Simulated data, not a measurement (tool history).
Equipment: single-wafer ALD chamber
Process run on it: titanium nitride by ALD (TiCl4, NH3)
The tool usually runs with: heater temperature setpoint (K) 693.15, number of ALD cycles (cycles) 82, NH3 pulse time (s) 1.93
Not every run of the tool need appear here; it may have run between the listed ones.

run	hour	heater temperature setpoint (K)	number of ALD cycles (cycles)	NH3 pulse time (s)	wafers since the last listed run	hours since the last thermocouple change	hours since the showerhead was replaced	hours since the gauge calibration	read-back reference wafer on the same gauge, thickness_nm	mean film thickness on the monitor wafer (angstrom)
1	0.0	693.15	82	1.93	0	1474.5	5553.2	49.6	2.190	18.91
2	17.0	693.15	82	1.93	51	1491.5	5570.2	66.6	2.189	18.92
3	33.8	693.15	82	1.93	50	1508.3	5587.0	83.4	2.189	18.97
4	49.0	693.15	82	1.93	45	1523.5	5602.2	98.6	2.190	18.91
5	73.7	689.15	82	1.93	74	1548.2	5626.9	123.3	2.192	18.85
6	99.8	689.15	82	1.93	78	1574.3	5653.0	149.4	2.189	18.95
7	133.3	689.15	82	1.93	101	1607.8	5686.5	182.9	2.191	18.88
8	147.4	693.15	82	1.93	42	1621.9	5700.6	197.0	2.189	18.87
9	162.3	693.15	82	1.93	44	1636.8	5715.5	211.9	2.190	18.97
10	181.5	693.15	82	1.93	57	1656.0	5734.7	231.1	2.190	18.84
11	208.1	693.15	82	1.76	80	1682.6	5761.3	257.7	2.190	18.82
12	232.8	693.15	82	1.76	74	1707.3	5786.0	282.4	2.191	18.92
13	259.1	693.15	92	1.49	79	1733.6	5812.3	308.7	2.189	21.03
14	284.4	693.15	82	2.54	76	1758.9	5837.6	334.0	2.189	19.06
# hour 287.4: gauge calibrated
15	308.4	686.15	66	2.61	72	1782.9	5861.6	21.0	2.190	15.29
16	322.1	693.15	91	1.56	41	1796.6	5875.3	34.7	2.189	20.92
# hour 344.4: thermocouple changed; heater temperature recalibrated
17	354.6	693.15	93	1.93	73	10.2	5907.8	67.2	2.189	21.36
18	382.2	705.15	74	1.36	83	37.8	5935.4	94.8	2.187	16.99
19	415.3	686.15	67	1.28	99	70.9	5968.5	127.9	2.189	15.27
# hour 423.6: showerhead replaced
20	434.3	680.15	82	1.93	33	89.9	10.7	146.9	2.189	18.81
21	451.6	693.15	82	1.17	52	107.2	28.0	164.2	2.189	18.71
22	485.4	693.15	82	1.93	101	141.0	61.8	198.0	2.193	18.97
23	506.9	693.15	82	1.93	64	162.5	83.3	219.5	2.191	18.90
24	522.8	685.15	69	1.33	47	178.4	99.2	235.4	2.188	15.73
25	542.3	683.15	70	1.71	58	197.9	118.7	254.9	2.188	16.05

Take each entry between the runs: how does the hidden state at the last listed run before it differ from the hidden state at the first listed run after it?
Between runs 14 and 15: gauge calibrated (hour 287.4)
  no hidden state differs between the two runs
Between runs 16 and 17: thermocouple changed; heater temperature recalibrated (hour 344.4)
  no hidden state differs between the two runs
Between runs 19 and 20: showerhead replaced (hour 423.6)
  no hidden state differs between the two runs
